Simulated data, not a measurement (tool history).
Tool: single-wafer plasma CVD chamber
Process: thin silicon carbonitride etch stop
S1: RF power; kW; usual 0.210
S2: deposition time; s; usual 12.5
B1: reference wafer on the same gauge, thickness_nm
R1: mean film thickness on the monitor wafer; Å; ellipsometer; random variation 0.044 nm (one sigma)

Run 1, hour 0.0: usual settings; B1 8.037. Result: R1 74.10 Å.
Run 2, hour 16.0: usual settings but S2 14.5 s; B1 8.032. Result: R1 85.42 Å.
Run 3, hour 41.3: usual settings but S2 14.5 s; B1 8.057. Result: R1 86.29 Å.
Run 4, hour 67.4: usual settings but S2 14.5 s; B1 8.006. Result: R1 86.64 Å.
Run 5, hour 95.1: usual settings but S1 0.235 kW; B1 8.019. Result: R1 75.14 Å.
Run 6, hour 119.3: usual settings but S1 0.235 kW; B1 8.050. Result: R1 75.29 Å.
Run 7, hour 141.9: usual settings but S1 0.235 kW; B1 8.040. Result: R1 75.81 Å.
Run 8, hour 176.4: usual settings; B1 8.033. Result: R1 73.58 Å.
Run 9, hour 200.8: usual settings; B1 8.023. Result: R1 72.97 Å.
Run 10, hour 218.2: usual settings; B1 8.039. Result: R1 73.09 Å.
Run 11, hour 246.7: usual settings; B1 8.036. Result: R1 73.85 Å.
Run 12, hour 265.8: usual settings; B1 8.001. Result: R1 74.13 Å.
Run 13, hour 291.2: usual settings; B1 8.038. Result: R1 73.99 Å.
Run 14, hour 322.5: usual settings; B1 8.024. Result: R1 74.28 Å.
Run 15, hour 414.7: usual settings but S2 11.2 s; B1 8.044. Result: R1 66.17 Å.
Run 16, hour 445.8: usual settings but S2 11.2 s; B1 8.029. Result: R1 65.69 Å.
Run 17, hour 459.5: usual settings; B1 8.022. Result: R1 74.13 Å.
Run 18, hour 490.1: usual settings but S2 10.6 s; B1 8.046. Result: R1 62.80 Å.
Run 19, hour 507.3: usual settings but S1 0.200 kW, S2 14.2 s; B1 8.021. Result: R1 83.16 Å.
Run 20, hour 533.9: usual settings but S1 0.235 kW, S2 11.2 s; B1 8.024. Result: R1 68.03 Å.
Run 21, hour 546.8: usual settings but S1 0.235 kW; B1 8.021. Result: R1 75.25 Å.
Run 22, hour 571.2: usual settings but S1 0.170 kW, S2 13.2 s; B1 8.043. Result: R1 73.99 Å.
Run 23, hour 590.1: usual settings but S1 0.180 kW; B1 8.013. Result: R1 71.99 Å.
Run 24, hour 625.4: usual settings but S1 0.245 kW, S2 14.9 s; B1 8.044. Result: R1 91.57 Å.
Run 25, hour 653.4: usual settings but S1 0.200 kW; B1 8.014. Result: R1 73.07 Å.
Run 26, hour 671.8: usual settings but S2 10.5 s; B1 8.032. Result: R1 62.49 Å.
Run 27, hour 704.0: usual settings but S1 0.220 kW, S2 11.7 s; B1 8.032. Result: R1 70.12 Å.
Run 28, hour 730.3: usual settings but S1 0.180 kW, S2 11.6 s; B1 8.025. Result: R1 66.37 Å.
Run 29, hour 758.1: usual settings but S2 10.1 s; B1 8.039. Result: R1 59.35 Å.
Run 30, hour 770.2: usual settings but S1 0.235 kW, S2 13.8 s; B1 8.033. Result: R1 84.21 Å.
Run 31, hour 790.1: usual settings but S1 0.250 kW, S2 13.3 s; B1 8.032. Result: R1 81.80 Å.
Run 32, hour 836.8: usual settings but S2 14.1 s; B1 8.033. Result: R1 83.59 Å.
Run 33, hour 853.3: usual settings but S1 0.240 kW, S2 11.0 s; B1 8.019. Result: R1 66.78 Å.
Run 34, hour 952.6: usual settings but S1 0.235 kW, S2 15.0 s; B1 8.041. Result: R1 89.91 Å.
Run 35, hour 1027.3: usual settings; B1 8.025. Result: R1 74.55 Å.
Run 36, hour 1047.7: usual settings but S2 15.0 s; B1 8.034. Result: R1 88.47 Å.
Run 37, hour 1067.8: usual settings but S2 14.1 s; B1 8.019. Result: R1 83.01 Å.

Taken out of this log: 4 entries between the listed runs. Where each belongs, and how the hidden state differs across it:
Between runs 14 and 15: thermocouple changed; heater temperature recalibrated (hour 410.3)
  no hidden state differs between the two runs
Between runs 15 and 16: showerhead replaced (hour 434.5)
  no hidden state differs between the two runs
Between runs 22 and 23: gauge calibrated (hour 579.0)
  no hidden state differs between the two runs
Between runs 27 and 28: RF generator calibrated (hour 729.8)
  no hidden state differs between the two runs

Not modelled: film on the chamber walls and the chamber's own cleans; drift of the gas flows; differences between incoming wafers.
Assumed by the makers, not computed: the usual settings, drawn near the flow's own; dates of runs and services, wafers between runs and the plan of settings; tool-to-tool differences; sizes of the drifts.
